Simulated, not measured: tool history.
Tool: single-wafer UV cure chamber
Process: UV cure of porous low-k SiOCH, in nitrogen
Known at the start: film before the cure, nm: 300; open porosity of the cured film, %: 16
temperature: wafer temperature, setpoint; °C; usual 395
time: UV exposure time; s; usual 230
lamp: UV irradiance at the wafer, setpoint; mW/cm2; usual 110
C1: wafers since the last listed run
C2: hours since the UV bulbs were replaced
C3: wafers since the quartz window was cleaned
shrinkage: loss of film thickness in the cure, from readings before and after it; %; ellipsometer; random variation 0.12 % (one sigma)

{"run": 1, "hour": 0.0, "temperature": 395, "time": 230, "lamp": 110, "C1": 0, "C2": 1648.4, "C3": 1894, "shrinkage": 9.666}
{"hour": 4.9, "done": "quartz window cleaned"}
{"run": 2, "hour": 20.9, "temperature": 395, "time": 230, "lamp": 110, "C1": 241, "C2": 1669.3, "C3": 241, "shrinkage": 9.71}
{"run": 3, "hour": 46.5, "temperature": 395, "time": 230, "lamp": 110, "C1": 387, "C2": 1694.9, "C3": 629, "shrinkage": 9.528}
{"run": 4, "hour": 69.2, "temperature": 395, "time": 230, "lamp": 110, "C1": 343, "C2": 1717.6, "C3": 973, "shrinkage": 9.521}
{"run": 5, "hour": 104.7, "temperature": 395, "time": 230, "lamp": 110, "C1": 537, "C2": 1753.1, "C3": 1511, "shrinkage": 9.351}
{"hour": 114.2, "done": "quartz window cleaned"}
{"run": 6, "hour": 138.0, "temperature": 395, "time": 230, "lamp": 110, "C1": 383, "C2": 1786.4, "C3": 360, "shrinkage": 9.336}
{"run": 7, "hour": 157.7, "temperature": 395, "time": 230, "lamp": 110, "C1": 298, "C2": 1806.1, "C3": 659, "shrinkage": 9.323}
{"run": 8, "hour": 177.6, "temperature": 395, "time": 230, "lamp": 110, "C1": 301, "C2": 1826.0, "C3": 961, "shrinkage": 9.401}
{"run": 9, "hour": 190.5, "temperature": 395, "time": 230, "lamp": 110, "C1": 195, "C2": 1838.9, "C3": 1156, "shrinkage": 9.322}
{"run": 10, "hour": 222.3, "temperature": 402, "time": 230, "lamp": 102, "C1": 481, "C2": 1870.7, "C3": 1638, "shrinkage": 9.214}
{"hour": 235.8, "done": "quartz window cleaned"}
{"run": 11, "hour": 247.8, "temperature": 395, "time": 230, "lamp": 85, "C1": 265, "C2": 1896.2, "C3": 181, "shrinkage": 8.208}

Forecast run 12:
{"hour": 264.6, "done": "UV bulbs replaced"}
{"run": 12, "hour": 265.1, "temperature": 395, "time": 230, "lamp": 110, "C1": 140, "C2": 0.5, "C3": 322, "shrinkage": "?"}

Run 12 gave shrinkage 11.648 %.
Without the tool's hidden state the same run would have given shrinkage 11.716 %.
